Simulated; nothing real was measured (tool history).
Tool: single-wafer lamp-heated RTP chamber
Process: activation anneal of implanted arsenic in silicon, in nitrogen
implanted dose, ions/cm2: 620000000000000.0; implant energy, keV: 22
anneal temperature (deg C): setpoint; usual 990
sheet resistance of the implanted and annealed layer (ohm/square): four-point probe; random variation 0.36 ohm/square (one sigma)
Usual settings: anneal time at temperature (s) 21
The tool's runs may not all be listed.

run	hour	anneal temperature (deg C)	anneal time at temperature (s)	read-back reference wafer on the same gauge, sheet resistance	sheet resistance of the implanted and annealed layer (ohm/square)
1	0	990	21	188.04	183.09
2	28.5	990	21	188.11	183.63
3	42.9	990	21	187.99	183.28
4	53.5	990	15	187.83	185.34
5	65.2	990	15	188.06	185.29
6	81.2	990	21	188.02	183.98
7	97.9	990	21	188.03	183.33
# hour 105.1: gauge calibrated
8	113.9	990	21	187.99	183.68
9	121.5	990	21	188.05	183.63
10	134.4	990	21	188.21	183.01
# hour 156.4: reflector plate cleaned
11	156.9	1003	31	188.06	178.24
# hour 171.7: pyrometer window cleaned and pyrometer calibrated
12	172.2	1016	33	187.92	177.96
13	172.5	990	21	188.14	184.95
14	181.6	961	12	188.02	191.5
15	197.2	1002	29	187.96	180.57
16	204.3	1013	32	188.13	178.41

Run 17 comes next. What will it give?
17	217	990	21	?	?

Run 17 gave read-back reference wafer on the same gauge, sheet resistance 188.03, sheet resistance of the implanted and annealed layer (ohm/square) 184.24.
Without the tool's hidden state the same run would have given sheet resistance of the implanted and annealed layer (ohm/square) 184.95.

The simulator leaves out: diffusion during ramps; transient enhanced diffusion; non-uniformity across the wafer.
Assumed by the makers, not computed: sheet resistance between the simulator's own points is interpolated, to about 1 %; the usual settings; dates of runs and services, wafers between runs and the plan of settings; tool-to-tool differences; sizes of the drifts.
